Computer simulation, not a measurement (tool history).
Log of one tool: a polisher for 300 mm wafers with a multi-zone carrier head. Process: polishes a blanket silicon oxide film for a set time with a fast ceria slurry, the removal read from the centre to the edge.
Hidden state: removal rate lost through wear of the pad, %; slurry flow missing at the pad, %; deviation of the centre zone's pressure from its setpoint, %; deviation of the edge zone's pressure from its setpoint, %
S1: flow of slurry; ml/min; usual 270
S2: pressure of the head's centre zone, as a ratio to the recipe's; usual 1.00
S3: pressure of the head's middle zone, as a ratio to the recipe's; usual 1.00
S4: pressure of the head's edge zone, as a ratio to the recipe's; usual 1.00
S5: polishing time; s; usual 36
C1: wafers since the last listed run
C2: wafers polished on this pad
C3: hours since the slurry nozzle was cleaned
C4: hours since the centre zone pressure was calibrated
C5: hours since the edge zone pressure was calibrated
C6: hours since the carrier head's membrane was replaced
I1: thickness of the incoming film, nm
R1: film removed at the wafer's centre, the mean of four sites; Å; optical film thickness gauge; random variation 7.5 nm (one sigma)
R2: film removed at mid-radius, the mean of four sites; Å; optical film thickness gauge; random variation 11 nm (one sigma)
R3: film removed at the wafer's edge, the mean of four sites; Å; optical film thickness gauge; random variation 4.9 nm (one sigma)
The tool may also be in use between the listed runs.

Run 1, hour 0.0: usual settings but S1 190 ml/min, S4 0.92, S5 31 s; C1 0; C2 150; C3 11.9; C4 200.8; C5 37.6; C6 1574.1; I1 2127.6. Result: R1 6494 Å, R2 6853 Å, R3 6310 Å.
Run 2, hour 10.1: usual settings; C1 123; C2 274; C3 22.0; C4 210.9; C5 47.7; C6 1584.2; I1 2130.1. Result: R1 7952 Å, R2 8374 Å, R3 7940 Å.
At hour 51.8: carrier head's membrane replaced by a new one.
Run 3, hour 55.1: usual settings but S2 0.90; C1 490; C2 764; C3 67.0; C4 255.9; C5 92.7; C6 3.3; I1 2126.4. Result: R1 7100 Å, R2 8341 Å, R3 7937 Å.
Run 4, hour 65.0: usual settings; C1 121; C2 885; C3 76.9; C4 265.8; C5 102.6; C6 13.2; I1 2093.5. Result: R1 8005 Å, R2 8348 Å, R3 7935 Å.
Run 5, hour 97.6: usual settings but S1 245 ml/min, S2 0.92; C1 399; C2 1285; C3 109.5; C4 298.4; C5 135.2; C6 45.8; I1 2103.6. Result: R1 7125 Å, R2 8325 Å, R3 7830 Å.
Run 6, hour 111.4: usual settings but S1 250 ml/min; C1 169; C2 1454; C3 123.3; C4 312.2; C5 149.0; C6 59.6; I1 2114.6. Result: R1 7743 Å, R2 8283 Å, R3 7786 Å.
Run 7, hour 122.3: usual settings; C1 133; C2 1587; C3 134.2; C4 323.1; C5 159.9; C6 70.5; I1 2120.6. Result: R1 7889 Å, R2 8520 Å, R3 7921 Å.
At hour 128.8: worn pad replaced by a new one.
Run 8, hour 132.0: usual settings but S2 0.96; C1 69; C2 39; C3 143.9; C4 332.8; C5 169.6; C6 80.2; I1 2106.7. Result: R1 7369 Å, R2 8421 Å, R3 7985 Å.
Run 9, hour 148.5: usual settings but S4 1.05; C1 202; C2 241; C3 160.4; C4 349.3; C5 186.1; C6 96.7; I1 2136.6. Result: R1 7843 Å, R2 8168 Å, R3 8208 Å.
Run 10, hour 160.7: usual settings; C1 149; C2 390; C3 172.6; C4 361.5; C5 198.3; C6 108.9; I1 2130.2. Result: R1 7837 Å, R2 8516 Å, R3 7869 Å.
Run 11, hour 176.8: usual settings but S3 1.08; C1 197; C2 588; C3 188.7; C4 377.6; C5 214.4; C6 125.0; I1 2121.3. Result: R1 7703 Å, R2 8706 Å, R3 7927 Å.
At hour 182.9: centre zone pressure recalibrated.
Run 12, hour 194.4: usual settings but S3 0.93, S4 0.94, S5 39 s; C1 191; C2 779; C3 206.3; C4 11.5; C5 232.0; C6 142.6; I1 2110.9. Result: R1 8808 Å, R2 8407 Å, R3 8416 Å.
Run 13, hour 209.4: usual settings but S2 1.07, S3 1.07, S4 0.93, S5 33 s; C1 183; C2 962; C3 221.3; C4 26.5; C5 247.0; C6 157.6; I1 2072.7. Result: R1 8007 Å, R2 8003 Å, R3 7050 Å.
Run 14, hour 226.3: usual settings but S2 1.11, S3 1.05, S4 0.90, S5 48 s; C1 207; C2 1170; C3 238.2; C4 43.4; C5 263.9; C6 174.5; I1 2136.8. Result: R1 11892 Å, R2 11523 Å, R3 10202 Å.
Run 15, hour 232.9: usual settings but S4 1.04, S5 25 s; C1 80; C2 1250; C3 244.8; C4 50.0; C5 270.5; C6 181.1; I1 2129.4. Result: R1 5520 Å, R2 5797 Å, R3 5626 Å.
Run 16, hour 266.5: usual settings but S4 1.04; C1 411; C2 1662; C3 278.4; C4 83.6; C5 304.1; C6 214.7; I1 2107.7. Result: R1 8040 Å, R2 8378 Å, R3 8095 Å.
At hour 274.2: worn pad replaced by a new one.
Run 17, hour 277.0: usual settings; C1 79; C2 34; C3 288.9; C4 94.1; C5 314.6; C6 225.2; I1 2106.1. Result: R1 8018 Å, R2 8380 Å, R3 7972 Å.
Run 18, hour 284.6: usual settings but S1 230 ml/min, S2 1.08; C1 93; C2 127; C3 296.5; C4 101.7; C5 322.2; C6 232.8; I1 2101.0. Result: R1 8569 Å, R2 8063 Å, R3 7835 Å.
Run 19, hour 294.8: usual settings but S1 315 ml/min, S3 1.07, S4 1.09, S5 45 s; C1 124; C2 252; C3 306.7; C4 111.9; C5 332.4; C6 243.0; I1 2118.8. Result: R1 10275 Å, R2 11334 Å, R3 10499 Å.
Run 20, hour 304.6: usual settings but S1 230 ml/min, S2 1.12, S3 0.90, S4 1.11; C1 120; C2 372; C3 316.5; C4 121.7; C5 342.2; C6 252.8; I1 2118.9. Result: R1 8741 Å, R2 7591 Å, R3 8236 Å.
Run 21, hour 317.1: usual settings but S4 1.03; C1 153; C2 525; C3 329.0; C4 134.2; C5 354.7; C6 265.3; I1 2144.6. Result: R1 7990 Å, R2 8309 Å, R3 8078 Å.
Run 22, hour 323.8: usual settings but S3 0.92, S4 0.93, S5 46 s; C1 82; C2 607; C3 335.7; C4 140.9; C5 361.4; C6 272.0; I1 2077.7. Result: R1 10073 Å, R2 10240 Å, R3 9930 Å.

Forecast each of these 4 alternatives for the next run:
Run A, hour 324.2: usual settings; C1 4; C2 612; C3 336.1; C4 141.3; C5 361.8; C6 272.4; I1 2145.3. Result: R1 ?, R2 ?, R3 ?.
Run B, hour 324.2: usual settings but S4 0.95, S5 32 s; C1 4; C2 612; C3 336.1; C4 141.3; C5 361.8; C6 272.4; I1 2145.3. Result: R1 ?, R2 ?, R3 ?.
Run C, hour 324.2: usual settings but S1 195 ml/min, S4 1.10; C1 4; C2 612; C3 336.1; C4 141.3; C5 361.8; C6 272.4; I1 2145.3. Result: R1 ?, R2 ?, R3 ?.
Run D, hour 324.2: usual settings but S2 0.90, S3 0.90, S4 1.09; C1 4; C2 612; C3 336.1; C4 141.3; C5 361.8; C6 272.4; I1 2145.3. Result: R1 ?, R2 ?, R3 ?.

run    R1    R2    R3
  A  7978  8222  7853
  B  7091  7309  6812
  C  7571  7843  7949
  D  7167  7531  8205
Without the tool's hidden state the same runs would have given:
run    R1    R2    R3
  A  8161  8221  7853
  B  7254  7308  6812
  C  7745  7843  7949
  D  7333  7530  8205

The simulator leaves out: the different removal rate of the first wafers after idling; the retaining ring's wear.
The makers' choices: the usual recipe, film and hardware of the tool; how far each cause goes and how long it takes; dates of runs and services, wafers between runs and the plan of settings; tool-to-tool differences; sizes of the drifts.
